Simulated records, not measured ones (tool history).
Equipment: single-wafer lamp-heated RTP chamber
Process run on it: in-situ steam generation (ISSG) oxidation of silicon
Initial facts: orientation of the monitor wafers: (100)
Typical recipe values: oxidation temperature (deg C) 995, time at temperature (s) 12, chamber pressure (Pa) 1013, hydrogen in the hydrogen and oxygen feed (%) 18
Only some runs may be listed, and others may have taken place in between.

run	hour	oxidation temperature (deg C)	time at temperature (s)	chamber pressure (Pa)	hydrogen in the hydrogen and oxygen feed (%)	wafers since the last listed run	wafers since the last pyrometer calibration	hours since the pressure gauge was zeroed	hours since the hydrogen flow controller was replaced	hours since the gauge calibration	read-back reference wafer on the same gauge, thickness	oxide thickness on the monitor wafer (angstrom)
1	0.0	995	12	1013	18	0	630	2527.3	6168.5	44.9	3.930	37.85
2	26.6	995	12	1013	18	222	852	2553.9	6195.1	71.5	3.931	38.05
3	36.0	995	12	1013	18	78	931	2563.3	6204.5	80.9	3.933	38.03
4	66.1	1002	12	1013	18	251	1183	2593.4	6234.6	111.0	3.931	38.96
5	75.8	1002	12	1013	18	81	1264	2603.1	6244.3	120.7	3.931	38.71
# hour 87.6: hydrogen flow controller replaced
6	88.1	1002	12	1013	18	35	1300	2615.4	0.5	133.0	3.931	38.88
# hour 96.2: pressure gauge zeroed
# hour 117.9: pyrometer window cleaned and pyrometer calibrated
7	131.5	984	12	1013	18	229	114	35.3	43.9	176.4	3.929	36.26
# hour 138.5: gauge calibrated
8	149.3	995	12	1013	18	148	263	53.1	61.7	10.8	3.931	37.39
9	156.9	995	14	1013	18	63	326	60.7	69.3	18.4	3.932	40.16
10	171.2	1010	14	920	18	119	446	75.0	83.6	32.7	3.931	42.56
11	187.9	995	12	1013	18	139	585	91.7	100.3	49.4	3.930	37.74
12	196.1	995	12	1013	18	68	654	99.9	108.5	57.6	3.928	38.06

Run 13, settings as shown, results not yet in. Your forecast:
13	210.1	995	10	1013	26	117	771	113.9	122.5	71.6	?	?

{"run 13": {"read-back reference wafer on the same gauge, thickness": 3.927, "oxide thickness on the monitor wafer (angstrom)": 38.66}}
Had the tool carried no hidden state, the very same run would have given oxide thickness on the monitor wafer (angstrom) 38.02.
